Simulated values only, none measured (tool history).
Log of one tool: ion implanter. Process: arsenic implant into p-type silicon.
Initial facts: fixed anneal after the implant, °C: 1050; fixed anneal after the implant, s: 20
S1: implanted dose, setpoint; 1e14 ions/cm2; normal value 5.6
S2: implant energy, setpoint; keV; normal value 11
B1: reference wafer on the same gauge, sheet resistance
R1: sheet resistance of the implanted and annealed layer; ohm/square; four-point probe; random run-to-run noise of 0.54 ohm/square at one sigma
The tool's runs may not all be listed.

{"run": 1, "hour": 0.0, "S1": 5.6, "S2": 11, "B1": 154.07, "R1": 193.01}
{"hour": 53.0, "done": "Faraday cup replaced and dose calibrated"}
{"run": 2, "hour": 96.7, "S1": 5.6, "S2": 11, "B1": 153.93, "R1": 188.44}
{"run": 3, "hour": 153.6, "S1": 5.6, "S2": 11, "B1": 153.97, "R1": 188.04}
{"run": 4, "hour": 302.7, "S1": 5.6, "S2": 11, "B1": 154.06, "R1": 189.48}
{"run": 5, "hour": 346.6, "S1": 5.6, "S2": 11, "B1": 153.94, "R1": 189.53}
{"run": 6, "hour": 411.1, "S1": 5.6, "S2": 11, "B1": 154.1, "R1": 188.8}
{"run": 7, "hour": 493.9, "S1": 5.6, "S2": 11, "B1": 154.05, "R1": 190.05}
{"run": 8, "hour": 572.4, "S1": 5.6, "S2": 11, "B1": 154.02, "R1": 188.9}
{"run": 9, "hour": 624.0, "S1": 5.6, "S2": 11, "B1": 154.04, "R1": 190.16}
{"run": 10, "hour": 668.8, "S1": 5.6, "S2": 11, "B1": 153.95, "R1": 189.74}
{"run": 11, "hour": 723.1, "S1": 4.36, "S2": 8, "B1": 154, "R1": 234.96}
{"run": 12, "hour": 825.3, "S1": 4.36, "S2": 8, "B1": 153.95, "R1": 233.42}
{"run": 13, "hour": 915.2, "S1": 6.21, "S2": 11, "B1": 153.92, "R1": 175.02}
{"run": 14, "hour": 1018.2, "S1": 4.42, "S2": 11, "B1": 154.03, "R1": 228.8}
{"run": 15, "hour": 1123.3, "S1": 5.6, "S2": 9.5, "B1": 153.95, "R1": 191.8}
{"run": 16, "hour": 1176.6, "S1": 5.6, "S2": 9.5, "B1": 153.91, "R1": 191.73}
{"run": 17, "hour": 1227.5, "S1": 5.6, "S2": 9.5, "B1": 154.04, "R1": 192.12}
{"run": 18, "hour": 1266.4, "S1": 5.6, "S2": 11, "B1": 153.95, "R1": 190.33}
{"hour": 1295.5, "done": "Faraday cup replaced and dose calibrated"}
{"run": 19, "hour": 1307.0, "S1": 5.6, "S2": 11, "B1": 154.05, "R1": 189.14}
{"run": 20, "hour": 1407.8, "S1": 5.6, "S2": 11, "B1": 154.02, "R1": 188.62}
{"hour": 1481.0, "done": "gauge calibrated"}
{"run": 21, "hour": 1500.0, "S1": 5.6, "S2": 11, "B1": 154.1, "R1": 189.03}
{"run": 22, "hour": 1600.7, "S1": 4.85, "S2": 9, "B1": 153.93, "R1": 214.03}
{"run": 23, "hour": 1681.7, "S1": 5.6, "S2": 11, "B1": 153.98, "R1": 189.93}
{"run": 24, "hour": 1750.3, "S1": 5.6, "S2": 14, "B1": 154.01, "R1": 186.94}
{"run": 25, "hour": 1852.4, "S1": 5.6, "S2": 11, "B1": 153.9, "R1": 190.06}
{"run": 26, "hour": 1895.1, "S1": 5.6, "S2": 11, "B1": 154, "R1": 190.7}
{"run": 27, "hour": 1931.3, "S1": 4.15, "S2": 8, "B1": 154.08, "R1": 244}
{"run": 28, "hour": 1968.1, "S1": 6.44, "S2": 8.5, "B1": 153.96, "R1": 172.52}
{"run": 29, "hour": 2019.4, "S1": 4.55, "S2": 9.5, "B1": 154.08, "R1": 224.58}
{"hour": 2073.3, "done": "extraction supply calibrated"}
{"run": 30, "hour": 2073.8, "S1": 6.28, "S2": 11, "B1": 153.94, "R1": 174.7}
{"run": 31, "hour": 2154.5, "S1": 6.94, "S2": 13.5, "B1": 153.94, "R1": 159.29}
{"run": 32, "hour": 2255.7, "S1": 7.01, "S2": 13.5, "B1": 154.07, "R1": 158.7}
{"run": 33, "hour": 2316.2, "S1": 6.96, "S2": 9, "B1": 153.95, "R1": 162.33}
{"run": 34, "hour": 2418.2, "S1": 4.97, "S2": 14, "B1": 153.91, "R1": 206.51}
{"run": 35, "hour": 2464.4, "S1": 4.85, "S2": 9, "B1": 153.95, "R1": 216.19}
{"run": 36, "hour": 2521.9, "S1": 6.07, "S2": 7.5, "B1": 154.05, "R1": 182.59}
{"run": 37, "hour": 2602.5, "S1": 4.8, "S2": 9, "B1": 153.98, "R1": 217.75}
{"run": 38, "hour": 2667.2, "S1": 6.74, "S2": 14.5, "B1": 154.06, "R1": 163.76}

State the hidden condition of the tool at each of the runs:
deviation of the true energy from its setpoint, %: 0 at every run
gauge reads high (%): 0 at every run
H1: deviation of the true dose from the Faraday cup's reading, %
run=1 H1=-2.31
run=2 H1=0.295
run=3 H1=0.215
run=4 H1=0.00646
run=5 H1=-0.0551
run=6 H1=-0.145
run=7 H1=-0.262
run=8 H1=-0.372
run=9 H1=-0.444
run=10 H1=-0.507
run=11 H1=-0.583
run=12 H1=-0.726
run=13 H1=-0.852
run=14 H1=-0.996
run=15 H1=-1.14
run=16 H1=-1.22
run=17 H1=-1.29
run=18 H1=-1.34
run=19 H1=-0.0518
run=20 H1=-0.193
run=21 H1=-0.322
run=22 H1=-0.463
run=23 H1=-0.577
run=24 H1=-0.673
run=25 H1=-0.816
run=26 H1=-0.876
run=27 H1=-0.927
run=28 H1=-0.978
run=29 H1=-1.05
run=30 H1=-1.13
run=31 H1=-1.24
run=32 H1=-1.38
run=33 H1=-1.47
run=34 H1=-1.61
run=35 H1=-1.67
run=36 H1=-1.75
run=37 H1=-1.87
run=38 H1=-1.96
